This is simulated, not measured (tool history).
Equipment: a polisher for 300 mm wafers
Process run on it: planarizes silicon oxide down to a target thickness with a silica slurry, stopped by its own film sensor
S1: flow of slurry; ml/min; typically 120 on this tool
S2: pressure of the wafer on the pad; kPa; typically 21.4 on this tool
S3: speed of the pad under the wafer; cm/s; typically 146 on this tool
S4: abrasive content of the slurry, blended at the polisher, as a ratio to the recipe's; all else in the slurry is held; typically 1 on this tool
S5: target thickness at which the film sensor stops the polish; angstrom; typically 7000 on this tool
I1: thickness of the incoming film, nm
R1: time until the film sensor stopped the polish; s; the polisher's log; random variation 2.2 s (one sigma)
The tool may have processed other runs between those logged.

run,hour,S1,S2,S3,S4,S5,I1,R1
1,0,105,21.4,146,1,7000,1085.1,154.3
2,10.6,105,21.4,146,1,7000,1082.5,155.1
3,24.4,120,21.4,146,1,6550,1082.5,166.3
4,32.4,120,21.4,146,1,6550,1099.9,171.8
# hour 38: worn pad replaced by a new one
5,50.2,120,23.4,146,1,6220,1108.3,160.7
6,64.1,120,21.4,146,1,7000,1079,137.9
7,77,120,21.4,146,1,7000,1074.4,143.2
8,90.8,120,21.4,146,1,7000,1102.4,164.6
# hour 104.2: slurry blender recalibrated
9,131.7,120,21.4,146,1,7000,1084.3,134.5
# hour 139.3: conditioning disc replaced and pad reconditioned
10,139.8,100,21.4,178,0.75,7000,1082.1,136.6
# hour 147: slurry nozzle cleaned
11,155.2,120,21.4,146,1,6550,1107.5,155
12,166.8,120,14.5,146,1,7000,1111.7,184.1
# hour 185.4: head pressure recalibrated
# hour 202.1: worn pad replaced by a new one
13,204.6,120,24.1,132,1,7000,1082.1,113.5
14,215.8,150,21.4,146,1,7000,1109.7,122.1
15,229.4,120,21.4,146,1,7990,1088.1,96.9
16,241.9,120,21.4,146,1,7000,1090.2,125.8
17,255.1,120,21.4,176,1,5750,1078.6,144.5
18,261.8,120,21.4,146,1,7000,1080.3,135.2
19,277.8,100,17.2,146,1.25,7000,1076.6,146.9

Below are 3 alternative next runs, each starting from the tool's condition after run 19. Predict each:
A,278.3,120,21.4,146,1.15,7000,1110.5,?
B,278.3,120,21.4,146,1.15,6650,1110.5,?
C,278.3,120,21.4,160,1,7000,1110.5,?

run,R1
A,135.6
B,147.2
C,134.1
Stripped of hidden state, with their random variation kept, the same runs would have yielded:
run,R1
A,116.7
B,126.7
C,115.1

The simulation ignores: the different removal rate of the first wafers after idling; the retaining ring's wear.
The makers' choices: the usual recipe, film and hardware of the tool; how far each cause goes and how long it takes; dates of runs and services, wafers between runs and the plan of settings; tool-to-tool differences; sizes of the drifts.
